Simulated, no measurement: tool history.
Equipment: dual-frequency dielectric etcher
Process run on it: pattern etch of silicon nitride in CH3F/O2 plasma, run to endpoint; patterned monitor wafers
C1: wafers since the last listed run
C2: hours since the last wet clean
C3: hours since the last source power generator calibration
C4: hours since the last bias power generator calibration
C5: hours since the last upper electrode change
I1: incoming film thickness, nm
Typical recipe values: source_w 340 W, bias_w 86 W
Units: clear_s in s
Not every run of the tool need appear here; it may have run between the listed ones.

run 1 hour=0.0 | source_w=370 bias_w=86 | C1=0 C2=390.6 C3=3133.4 C4=2469.6 C5=5952.1 | I1=111.1 | clear_s=135.4
run 2 hour=45.1 | source_w=370 bias_w=86 | C1=214 C2=435.7 C3=3178.5 C4=2514.7 C5=5997.2 | I1=109.9 | clear_s=134.4
run 3 hour=104.1 | source_w=340 bias_w=86 | C1=280 C2=494.7 C3=3237.5 C4=2573.7 C5=6056.2 | I1=110.5 | clear_s=138.2
run 4 hour=176.1 | source_w=340 bias_w=86 | C1=342 C2=566.7 C3=3309.5 C4=2645.7 C5=6128.2 | I1=110.7 | clear_s=139.5
run 5 hour=215.4 | source_w=340 bias_w=86 | C1=186 C2=606.0 C3=3348.8 C4=2685.0 C5=6167.5 | I1=110.3 | clear_s=137.9
run 6 hour=253.1 | source_w=340 bias_w=86 | C1=179 C2=643.7 C3=3386.5 C4=2722.7 C5=6205.2 | I1=110.3 | clear_s=137.6
-- hour=277.6 wet clean of the chamber
run 7 hour=301.0 | source_w=340 bias_w=81 | C1=113 C2=23.4 C3=3434.4 C4=2770.6 C5=6253.1 | I1=110.8 | clear_s=148.2
-- hour=384.4 upper electrode replaced, of another model than before
run 8 hour=384.9 | source_w=270 bias_w=100 | C1=285 C2=107.3 C3=3518.3 C4=2854.5 C5=0.5 | I1=110.5 | clear_s=163.4
run 9 hour=390.3 | source_w=270 bias_w=92 | C1=25 C2=112.7 C3=3523.7 C4=2859.9 C5=5.9 | I1=110.8 | clear_s=167.3
-- hour=416.5 source power generator calibrated
run 10 hour=417.0 | source_w=340 bias_w=98 | C1=108 C2=139.4 C3=0.5 C4=2886.6 C5=32.6 | I1=110.8 | clear_s=137.2
run 11 hour=477.3 | source_w=410 bias_w=99 | C1=286 C2=199.7 C3=60.8 C4=2946.9 C5=92.9 | I1=111.0 | clear_s=121.4
run 12 hour=543.5 | source_w=340 bias_w=86 | C1=314 C2=265.9 C3=127.0 C4=3013.1 C5=159.1 | I1=111.5 | clear_s=142.3
-- hour=634.8 bias power generator calibrated
run 13 hour=662.2 | source_w=320 bias_w=101 | C1=545 C2=384.6 C3=245.7 C4=27.4 C5=277.8 | I1=111.5 | clear_s=139.7
run 14 hour=872.8 | source_w=340 bias_w=86 | C1=1002 C2=595.2 C3=456.3 C4=238.0 C5=488.4 | I1=111.3 | clear_s=140.8

Branching from run 14: 3 alternative next runs. What would each branch give?
run A hour=873.3 | source_w=340 bias_w=68 | C1=2 C2=595.7 C3=456.8 C4=238.5 C5=488.9 | I1=111.2 | clear_s=?
run B hour=873.3 | source_w=340 bias_w=76 | C1=2 C2=595.7 C3=456.8 C4=238.5 C5=488.9 | I1=111.2 | clear_s=?
run C hour=873.3 | source_w=280 bias_w=74 | C1=2 C2=595.7 C3=456.8 C4=238.5 C5=488.9 | I1=111.2 | clear_s=?

run=A clear_s=151.3
run=B clear_s=146.0
run=C clear_s=171.1
With the hidden condition removed and each run's random variation left untouched, the same runs would have given:
run=A clear_s=156.6
run=B clear_s=151.1
run=C clear_s=177.1
